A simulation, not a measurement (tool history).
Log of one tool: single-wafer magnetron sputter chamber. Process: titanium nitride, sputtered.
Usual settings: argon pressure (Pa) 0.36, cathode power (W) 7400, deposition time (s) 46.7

run,hour,argon pressure (Pa),cathode power (W),deposition time (s),"read-back reference wafer on the same gauge, thickness_nm",mean film thickness on the monitor wafer (angstrom)
1,0,0.36,7400,39.5,59.173,491.65
2,13,0.36,7400,39.5,59.218,490.3
3,31.7,0.36,7400,39.5,59.202,491.53
4,45.8,0.443,6550,46.7,59.172,497.14
5,72.9,0.36,7400,46.7,59.203,583.95
6,104.9,0.36,7400,46.7,59.229,582.41
7,136.5,0.36,7400,46.7,59.201,580.61
8,165.2,0.36,7400,46.7,59.186,578.19
# hour 177.9: gauge calibrated
9,188.3,0.36,7400,46.7,59.221,581.84
10,212.8,0.36,6000,46.7,59.128,473.87
11,230.5,0.36,6800,46.7,59.226,534.54
12,245.9,0.31,8850,46.7,59.212,709.4
# hour 274.8: sputter target and shields replaced
13,281.3,0.492,7400,43.3,59.19,511.87
14,305.2,0.43,8350,42.6,59.214,582.89
# hour 341.7: magnet pack replaced
15,342.2,0.25,6400,40.7,59.161,456.34
16,358.3,0.449,6800,43.6,59.163,483.4
# hour 388.3: capacitance manometer re-zeroed and calibrated
17,390.9,0.36,7400,46.7,59.235,570.54
18,403.5,0.295,7400,55.2,59.212,693.05
19,431.3,0.414,8950,46.7,59.203,675.18
20,449.1,0.316,9000,41.5,59.189,634.16
21,474.5,0.36,7400,46.7,59.242,572.07
# hour 491.8: gauge calibrated
22,493.8,0.36,7400,46.7,59.188,576.4
23,523.9,0.36,8250,39.3,59.176,540.82

5 ways to go on from here, each from the tool as it stands after run 23. What would each give?
A,524.3,0.293,7400,46.7,?,?
B,524.3,0.246,8200,46.7,?,?
C,524.3,0.36,5600,49.6,?,?
D,524.3,0.36,7400,52.5,?,?
E,524.3,0.429,8300,46.7,?,?

run,"read-back reference wafer on the same gauge, thickness_nm",mean film thickness on the monitor wafer (angstrom)
A,59.156,592.8
B,59.156,670.15
C,59.156,463.19
D,59.156,647.86
E,59.156,628.03
Without the tool's hidden state the same runs would have given:
run,mean film thickness on the monitor wafer (angstrom)
A,588.97
B,666.67
C,459.38
D,642.53
E,621.75

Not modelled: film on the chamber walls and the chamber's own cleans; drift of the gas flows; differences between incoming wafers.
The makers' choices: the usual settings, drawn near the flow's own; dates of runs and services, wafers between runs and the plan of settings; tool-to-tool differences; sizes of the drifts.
